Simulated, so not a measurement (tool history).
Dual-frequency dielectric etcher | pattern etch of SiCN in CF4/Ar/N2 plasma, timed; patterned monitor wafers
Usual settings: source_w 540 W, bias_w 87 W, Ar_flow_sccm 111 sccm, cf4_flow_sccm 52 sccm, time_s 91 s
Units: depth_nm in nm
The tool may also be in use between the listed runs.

run   hour  source_w  bias_w  Ar_flow_sccm  cf4_flow_sccm  time_s  wafers since the last listed run  hours since the last wet clean  hours since the last source power generator calibration  hours since the last bias power generator calibration  hours since the last Ar flow controller change  hours since the last CF4 flow controller change  hours since the last upper electrode change  hours since the gauge calibration  read-back reference wafer on the same gauge, depth_nm  depth_nm
  1      0       540      87           111             52      91                                 0                           305.5                                                   2912.6                                                 3927.8                                          5167.7                                           3950.6                                       4718.6                              307.5                                                   82.2      89.9
  2   14.2       540      87           111             52      91                                88                           319.7                                                   2926.8                                                   3942                                          5181.9                                           3964.8                                       4732.8                              321.7                                                     82      89.4
  3   30.4       540      87           111             52      91                               101                           335.9                                                     2943                                                 3958.2                                          5198.1                                             3981                                         4749                              337.9                                                   82.1      88.9
  4   41.7       540      87           111             52     105                                70                           347.2                                                   2954.3                                                 3969.5                                          5209.4                                           3992.3                                       4760.3                              349.2                                                   82.1     103.8
      47.9  -- CF4 flow controller replaced
  5   50.4       540      87           111             52     105                                16                           355.9                                                     2963                                                 3978.2                                          5218.1                                              2.5                                         4769                              357.9                                                   82.2     102.5
      54.4  -- gauge calibrated
  6   67.1       540      75           123             52      91                               104                           372.6                                                   2979.7                                                 3994.9                                          5234.8                                             19.2                                       4785.7                               12.7                                                   82.2      84.8
  7   81.4       540      87           111             52      91                                89                           386.9                                                     2994                                                 4009.2                                          5249.1                                             33.5                                         4800                                 27                                                   82.1      89.8
  8   90.9       540      87           111             52      91                                59                           396.4                                                   3003.5                                                 4018.7                                          5258.6                                               43                                       4809.5                               36.5                                                   82.2      90.3
     118.7  -- wet clean of the chamber
  9  119.2       640      87           111             43      91                                26                             0.5                                                   3031.8                                                   4047                                          5286.9                                             71.3                                       4837.8                               64.8                                                     82      95.3
 10  119.6       640      72            88             52     110                                 2                             0.9                                                   3032.2                                                 4047.4                                          5287.3                                             71.7                                       4838.2                               65.2                                                     82     122.2
     141.2  -- Ar flow controller replaced
     143.9  -- source power generator calibrated
     144.6  -- bias power generator calibrated
     145.5  -- upper electrode replaced
 11    146       540      87           111             52      91                               100                            27.3                                                      2.1                                                    1.4                                             4.8                                             98.1                                          0.5                               91.6                                                   82.1      89.7
 12  146.3       540      99           131             57      91                                 1                            27.6                                                      2.4                                                    1.7                                             5.1                                             98.4                                          0.8                               91.9                                                     82      90.3
 13  152.4       540      68           111             52      91                                38                            33.7                                                      8.5                                                    7.8                                            11.2                                            104.5                                          6.9                                 98                                                     82      84.9
 14  164.2       540      87           111             52      91                                73                            45.5                                                     20.3                                                   19.6                                              23                                            116.3                                         18.7                              109.8                                                     82      89.9
 15  176.1       540      87           111             52      91                                74                            57.4                                                     32.2                                                   31.5                                            34.9                                            128.2                                         30.6                              121.7                                                   82.1      89.3
 16  190.1       610      76           123             60      91                                87                            71.4                                                     46.2                                                   45.5                                            48.9                                            142.2                                         44.6                              135.7                                                     82      95.8
 17  198.3       540      87           103             52    74.5                                51                            79.6                                                     54.4                                                   53.7                                            57.1                                            150.4                                         52.8                              143.9                                                   82.2      73.8
 18  205.9       540      87           111             52      91                                47                            87.2                                                       62                                                   61.3                                            64.7                                              158                                         60.4                              151.5                                                   82.1      89.3
 19  213.8       610      68           111             52      73                                49                            95.1                                                     69.9                                                   69.2                                            72.6                                            165.9                                         68.3                              159.4                                                     82      73.3
 20  224.9       540      87           111             41      91                                69                           106.2                                                       81                                                   80.3                                            83.7                                              177                                         79.4                              170.5                                                   82.1      84.1

Run 21 comes next. What will it give?
 21  236.4       540      87           138             52      91                                71                           117.7                                                     92.5                                                   91.8                                            95.2                                            188.5                                         90.9                                182                                                      ?         ?

Run 21 gave read-back reference wafer on the same gauge, depth_nm 82, depth_nm 85.9 nm.
Without the tool's hidden state the same run would have given depth_nm 85.9 nm.
